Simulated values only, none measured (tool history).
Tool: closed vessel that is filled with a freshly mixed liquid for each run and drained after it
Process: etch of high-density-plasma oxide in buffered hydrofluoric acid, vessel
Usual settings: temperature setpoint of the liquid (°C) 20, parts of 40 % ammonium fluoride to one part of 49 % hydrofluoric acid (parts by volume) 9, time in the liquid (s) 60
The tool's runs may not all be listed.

run   hour  temperature setpoint of the liquid (°C)  parts of 40 % ammonium fluoride to one part of 49 % hydrofluoric acid (parts by volume)  time in the liquid (s)  wafers since the last listed run  hours since the thermometer was replaced  hours since the hydrofluoric acid flow meter was replaced  hours since the gauge calibration  read-back film thickness of the high-density-plasma oxide reference wafer, read on the same gauge (nm)  thickness taken off the high-density-plasma oxide on a monitor wafer (nm)
  1      0                                       20                                                                                        9                      70                                 0                                     799.3                                                        436                              529.6                                                                                                  130.01                                                                     117.57
  2   18.3                                       20                                                                                        7                      60                              1797                                     817.6                                                      454.3                              547.9                                                                                                  130.04                                                                     133.13
  3   42.1                                       20                                                                                        7                      60                              2337                                     841.4                                                      478.1                              571.7                                                                                                     130                                                                     132.95
  4   54.5                                       20                                                                                        7                      60                              1218                                     853.8                                                      490.5                              584.1                                                                                                  130.01                                                                     132.82
  5   88.5                                       17                                                                                        9                      60                              3339                                     887.8                                                      524.5                              618.1                                                                                                  129.98                                                                      85.19
  6  114.1                                       17                                                                                        9                      60                              2514                                     913.4                                                      550.1                              643.7                                                                                                     130                                                                      85.13
  7  139.8                                       17                                                                                        9                      60                              2524                                     939.1                                                      575.8                              669.4                                                                                                     130                                                                      85.57
  8  158.7                                       20                                                                                        9                      60                              1856                                       958                                                      594.7                              688.3                                                                                                  130.01                                                                     100.93
  9  171.6                                       20                                                                                        9                      50                              1267                                     970.9                                                      607.6                              701.2                                                                                                  129.99                                                                      83.91
 10  205.3                                       20                                                                                        9                      50                              3310                                    1004.6                                                      641.3                              734.9                                                                                                  130.02                                                                      82.96
 11  226.9                                       20                                                                                        9                      50                              2121                                    1026.2                                                      662.9                              756.5                                                                                                  130.04                                                                      83.98
     233.2  -- thermometer replaced
     242.9  -- gauge calibrated
 12  252.7                                       20                                                                                        9                      60                              2436                                      19.5                                                      688.7                                9.8                                                                                                  129.99                                                                     103.39
 13    273                                       20                                                                                        9                      60                              1994                                      39.8                                                        709                               30.1                                                                                                  130.02                                                                     102.04
 14  305.7                                       20                                                                                        9                      60                              3212                                      72.5                                                      741.7                               62.8                                                                                                  130.06                                                                     102.34
     319.1  -- hydrofluoric acid flow meter replaced
 15  325.1                                       20                                                                                      6.5                      50                              1807                                      91.9                                                          6                               82.2                                                                                                  130.01                                                                     119.26
 16    349                                     22.5                                                                                     12.5                      75                              2347                                     115.8                                                       29.9                              106.1                                                                                                  130.02                                                                     110.63
 17  363.2                                     24.5                                                                                        7                      90                              1394                                       130                                                       44.1                              120.3                                                                                                  130.01                                                                     258.98
 18  398.4                                       20                                                                                        9                      60                              3457                                     165.2                                                       79.3                              155.5                                                                                                  130.03                                                                     103.73
 19  410.7                                       20                                                                                        9                      50                              1208                                     177.5                                                       91.6                              167.8                                                                                                  130.04                                                                      85.07

Run 20 comes next. What will it give?
 20  429.5                                       20                                                                                        9                      30                              1846                                     196.3                                                      110.4                              186.6                                                                                                       ?                                                                          ?

Run 20 gave read-back film thickness of the high-density-plasma oxide reference wafer, read on the same gauge (nm) 130.05, thickness taken off the high-density-plasma oxide on a monitor wafer (nm) 50.83.
Without the tool's hidden state the same run would have given thickness taken off the high-density-plasma oxide on a monitor wafer (nm) 51.38.
